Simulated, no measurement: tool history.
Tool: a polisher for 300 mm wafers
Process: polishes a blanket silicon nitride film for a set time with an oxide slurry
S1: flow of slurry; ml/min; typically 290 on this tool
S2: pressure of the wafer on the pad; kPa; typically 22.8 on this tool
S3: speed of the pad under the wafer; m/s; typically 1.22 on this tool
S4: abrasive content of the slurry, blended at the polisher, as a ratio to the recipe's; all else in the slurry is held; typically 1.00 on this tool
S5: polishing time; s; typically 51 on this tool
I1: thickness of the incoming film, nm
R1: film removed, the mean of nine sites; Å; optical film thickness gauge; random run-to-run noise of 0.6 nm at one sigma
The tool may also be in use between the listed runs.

{"run": 1, "hour": 0.0, "S1": 330, "S2": 22.8, "S3": 1.22, "S4": 1.0, "S5": 51, "I1": 549.8, "R1": 460}
{"run": 2, "hour": 21.3, "S1": 330, "S2": 22.8, "S3": 1.22, "S4": 1.0, "S5": 51, "I1": 565.6, "R1": 454}
{"hour": 42.1, "done": "slurry blender recalibrated"}
{"run": 3, "hour": 42.6, "S1": 290, "S2": 22.8, "S3": 1.22, "S4": 1.0, "S5": 51, "I1": 561.2, "R1": 451}
{"run": 4, "hour": 67.5, "S1": 390, "S2": 22.8, "S3": 1.0, "S4": 0.9, "S5": 43, "I1": 551.4, "R1": 329}
{"run": 5, "hour": 83.0, "S1": 290, "S2": 28.3, "S3": 1.22, "S4": 1.0, "S5": 41, "I1": 557.9, "R1": 475}
{"hour": 112.1, "done": "worn pad replaced by a new one"}
{"run": 6, "hour": 112.6, "S1": 290, "S2": 15.9, "S3": 1.22, "S4": 0.8, "S5": 40, "I1": 566.4, "R1": 230}
{"hour": 123.6, "done": "head pressure recalibrated"}
{"run": 7, "hour": 128.1, "S1": 195, "S2": 22.8, "S3": 1.22, "S4": 1.0, "S5": 51, "I1": 563.8, "R1": 383}
{"hour": 144.3, "done": "conditioning disc replaced and pad reconditioned"}
{"hour": 146.1, "done": "slurry nozzle cleaned"}
{"run": 8, "hour": 161.1, "S1": 290, "S2": 22.8, "S3": 1.22, "S4": 1.0, "S5": 51, "I1": 566.4, "R1": 413}
{"run": 9, "hour": 194.3, "S1": 255, "S2": 24.8, "S3": 1.22, "S4": 1.0, "S5": 46, "I1": 558.8, "R1": 399}
{"run": 10, "hour": 209.5, "S1": 290, "S2": 22.8, "S3": 1.22, "S4": 1.0, "S5": 51, "I1": 559.0, "R1": 430}
{"run": 11, "hour": 274.1, "S1": 220, "S2": 22.8, "S3": 1.22, "S4": 1.0, "S5": 67, "I1": 555.9, "R1": 559}
{"run": 12, "hour": 302.3, "S1": 260, "S2": 30.3, "S3": 1.22, "S4": 1.15, "S5": 35, "I1": 552.4, "R1": 418}
{"run": 13, "hour": 325.2, "S1": 365, "S2": 22.8, "S3": 0.8, "S4": 0.75, "S5": 43, "I1": 562.8, "R1": 255}
{"hour": 345.1, "done": "worn pad replaced by a new one"}
{"run": 14, "hour": 354.6, "S1": 290, "S2": 22.8, "S3": 1.56, "S4": 1.0, "S5": 38, "I1": 560.9, "R1": 391}
{"hour": 377.7, "done": "conditioning disc replaced and pad reconditioned"}
{"run": 15, "hour": 381.3, "S1": 345, "S2": 20.0, "S3": 1.56, "S4": 0.8, "S5": 51, "I1": 560.1, "R1": 415}
{"run": 16, "hour": 408.9, "S1": 340, "S2": 25.5, "S3": 1.22, "S4": 1.25, "S5": 45, "I1": 554.0, "R1": 477}
{"run": 17, "hour": 442.2, "S1": 365, "S2": 19.3, "S3": 1.52, "S4": 0.75, "S5": 51, "I1": 560.5, "R1": 397}
{"run": 18, "hour": 473.8, "S1": 290, "S2": 22.8, "S3": 1.22, "S4": 1.1, "S5": 62, "I1": 567.0, "R1": 573}
{"run": 19, "hour": 502.9, "S1": 290, "S2": 22.8, "S3": 1.32, "S4": 1.0, "S5": 62, "I1": 567.8, "R1": 558}
{"hour": 511.8, "done": "slurry blender recalibrated"}
{"run": 20, "hour": 520.2, "S1": 290, "S2": 22.8, "S3": 1.22, "S4": 1.0, "S5": 51, "I1": 554.4, "R1": 445}
{"run": 21, "hour": 542.8, "S1": 290, "S2": 22.8, "S3": 1.22, "S4": 1.0, "S5": 51, "I1": 551.5, "R1": 457}
{"hour": 549.2, "done": "slurry nozzle cleaned"}
{"run": 22, "hour": 559.7, "S1": 290, "S2": 29.6, "S3": 1.22, "S4": 1.0, "S5": 42, "I1": 556.6, "R1": 495}
{"hour": 568.6, "done": "worn pad replaced by a new one"}
{"run": 23, "hour": 592.9, "S1": 290, "S2": 26.9, "S3": 1.0, "S4": 1.1, "S5": 58, "I1": 557.4, "R1": 566}
{"hour": 626.3, "done": "conditioning disc replaced and pad reconditioned"}
{"run": 24, "hour": 628.7, "S1": 215, "S2": 18.6, "S3": 1.22, "S4": 1.0, "S5": 51, "I1": 555.5, "R1": 359}
{"run": 25, "hour": 645.3, "S1": 290, "S2": 19.3, "S3": 1.22, "S4": 1.0, "S5": 34, "I1": 554.6, "R1": 255}
{"run": 26, "hour": 669.8, "S1": 290, "S2": 22.8, "S3": 1.22, "S4": 1.0, "S5": 51, "I1": 550.7, "R1": 464}

3 options for the next run, each taken on its own from the tool as it stands now. Forecast them:
{"run": "A", "hour": 670.2, "S1": 290, "S2": 22.8, "S3": 0.98, "S4": 1.0, "S5": 51, "I1": 556.9, "R1": "?"}
{"run": "B", "hour": 670.2, "S1": 205, "S2": 16.5, "S3": 0.96, "S4": 1.0, "S5": 51, "I1": 556.9, "R1": "?"}
{"run": "C", "hour": 670.2, "S1": 340, "S2": 30.3, "S3": 1.22, "S4": 0.75, "S5": 51, "I1": 556.9, "R1": "?"}

run=A R1=400
run=B R1=275
run=C R1=545
Without the tool's hidden state the same runs would have given:
run=A R1=364
run=B R1=250
run=C R1=494
